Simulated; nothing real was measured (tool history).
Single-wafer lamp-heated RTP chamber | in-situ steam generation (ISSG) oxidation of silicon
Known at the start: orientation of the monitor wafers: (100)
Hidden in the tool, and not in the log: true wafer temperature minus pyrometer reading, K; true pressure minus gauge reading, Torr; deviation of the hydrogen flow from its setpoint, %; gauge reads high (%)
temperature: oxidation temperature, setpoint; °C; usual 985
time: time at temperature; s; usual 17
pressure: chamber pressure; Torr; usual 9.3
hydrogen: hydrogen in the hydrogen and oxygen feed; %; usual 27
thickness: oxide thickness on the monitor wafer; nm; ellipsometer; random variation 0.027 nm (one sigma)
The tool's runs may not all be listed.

run     day  temperature  time  pressure  hydrogen  wafers since the last listed run  wafers since the last pyrometer calibration  hours since the pressure gauge was zeroed  hours since the hydrogen flow controller was replaced  hours since the gauge calibration  read-back reference wafer on the same gauge, thickness  thickness
  1   0.000          985    13       9.3        27                                 0                                          926                                     3298.0                                                 5501.3                              109.2                                                   5.872      4.734
  2   1.192          985    13       9.3        27                               336                                         1262                                     3326.6                                                 5529.9                              137.8                                                   5.869      4.762
  3   3.379          985    13       9.3        27                               617                                         1880                                     3379.1                                                 5582.4                              190.3                                                   5.873      4.743
  4   5.167          985    17       8.7        27                               504                                         2384                                     3422.0                                                 5625.3                              233.2                                                   5.866      5.352
  5   7.292          985    17       9.3        27                               599                                         2984                                     3473.0                                                 5676.3                              284.2                                                   5.869      5.345
  6   8.908          985    17       9.3        27                               456                                         3440                                     3511.8                                                 5715.1                              323.0                                                   5.875      5.273
  7  10.404          990    17       8.5        27                               422                                         3863                                     3547.7                                                 5751.0                              358.9                                                   5.869      5.420
  8  12.208          990    17       8.5        27                               509                                         4372                                     3591.0                                                 5794.3                              402.2                                                   5.872      5.489
  9  14.683          985    17       9.3        27                               698                                         5071                                     3650.4                                                 5853.7                              461.6                                                   5.867      5.305
     16.425  -- pyrometer window cleaned and pyrometer calibrated
 10  16.754          985    17       9.3        27                               490                                           93                                     3700.1                                                 5903.4                              511.3                                                   5.868      5.325
 11  19.704          985    17       9.3        27                               832                                          925                                     3770.9                                                 5974.2                              582.1                                                   5.867      5.335
     21.067  -- pressure gauge zeroed
 12  22.296          985    17       9.3        27                               637                                         1563                                       29.5                                                 6036.4                              644.3                                                   5.874      5.342
 13  23.842          985    17       9.3        27                               436                                         1999                                       66.6                                                 6073.5                              681.4                                                   5.871      5.291
 14  26.042          985    17       9.3        27                               621                                         2620                                      119.4                                                 6126.3                              734.2                                                   5.868      5.329
 15  28.504          985    17      10.2        27                               695                                         3316                                      178.5                                                 6185.4                              793.3                                                   5.862      5.217
 16  31.262          985    17       9.8        27                               778                                         4094                                      244.7                                                 6251.6                              859.5                                                   5.867      5.226
     33.104  -- pyrometer window cleaned and pyrometer calibrated
 17  34.000          977    11       9.3        27                               678                                          253                                      310.4                                                 6317.3                              925.2                                                   5.872      4.339
 18  35.121          985    19      10.2        27                               316                                          569                                      337.3                                                 6344.2                              952.1                                                   5.865      5.516
 19  37.854          985    17       9.3        27                               771                                         1341                                      402.9                                                 6409.8                             1017.7                                                   5.868      5.300
 20  39.833          970    22       7.9        27                               558                                         1900                                      450.4                                                 6457.3                             1065.2                                                   5.871      5.719
     40.842  -- gauge calibrated
 21  42.238          985    17       9.3        27                               678                                         2578                                      508.1                                                 6515.0                               33.5                                                   5.870      5.299
 22  43.838         1000    17       9.3        27                               451                                         3030                                      546.5                                                 6553.4                               71.9                                                   5.866      5.575
 23  45.725          997    22      10.2        30                               532                                         3563                                      591.8                                                 6598.7                              117.2                                                   5.869      6.284
     48.854  -- hydrogen flow controller replaced
     50.912  -- pyrometer window cleaned and pyrometer calibrated
 24  51.417          985    17       9.3        27                              1418                                          142                                      728.4                                                   61.5                              253.8                                                   5.865      5.297
 25  53.825          985    17       9.3        32                               679                                          822                                      786.2                                                  119.3                              311.6                                                   5.869      5.563
 26  55.133          997    22      10.2        30                               369                                         1191                                      817.6                                                  150.7                              343.0                                                   5.870      6.249
 27  56.742          985    17       9.3        27                               454                                         1645                                      856.2                                                  189.3                              381.6                                                   5.869      5.321
 28  58.929          985    17       8.4        27                               617                                         2263                                      908.7                                                  241.8                              434.1                                                   5.872      5.327
 29  61.042          985    17       7.9        27                               596                                         2859                                      959.4                                                  292.5                              484.8                                                   5.870      5.382
 30  62.525         1003    17       9.3        27                               418                                         3278                                      995.0                                                  328.1                              520.4                                                   5.874      5.659

Hidden state at the last listed run before each entry between runs and at the first one after, where it differs:
Between runs 9 and 10: pyrometer window cleaned and pyrometer calibrated (day 16.425)
  no hidden state differs between the two runs
Between runs 11 and 12: pressure gauge zeroed (day 21.067)
  no hidden state differs between the two runs
Between runs 16 and 17: pyrometer window cleaned and pyrometer calibrated (day 33.104)
  no hidden state differs between the two runs
Between runs 20 and 21: gauge calibrated (day 40.842)
  no hidden state differs between the two runs
Between runs 23 and 24: hydrogen flow controller replaced (day 48.854); pyrometer window cleaned and pyrometer calibrated (day 50.912)
  no hidden state differs between the two runs

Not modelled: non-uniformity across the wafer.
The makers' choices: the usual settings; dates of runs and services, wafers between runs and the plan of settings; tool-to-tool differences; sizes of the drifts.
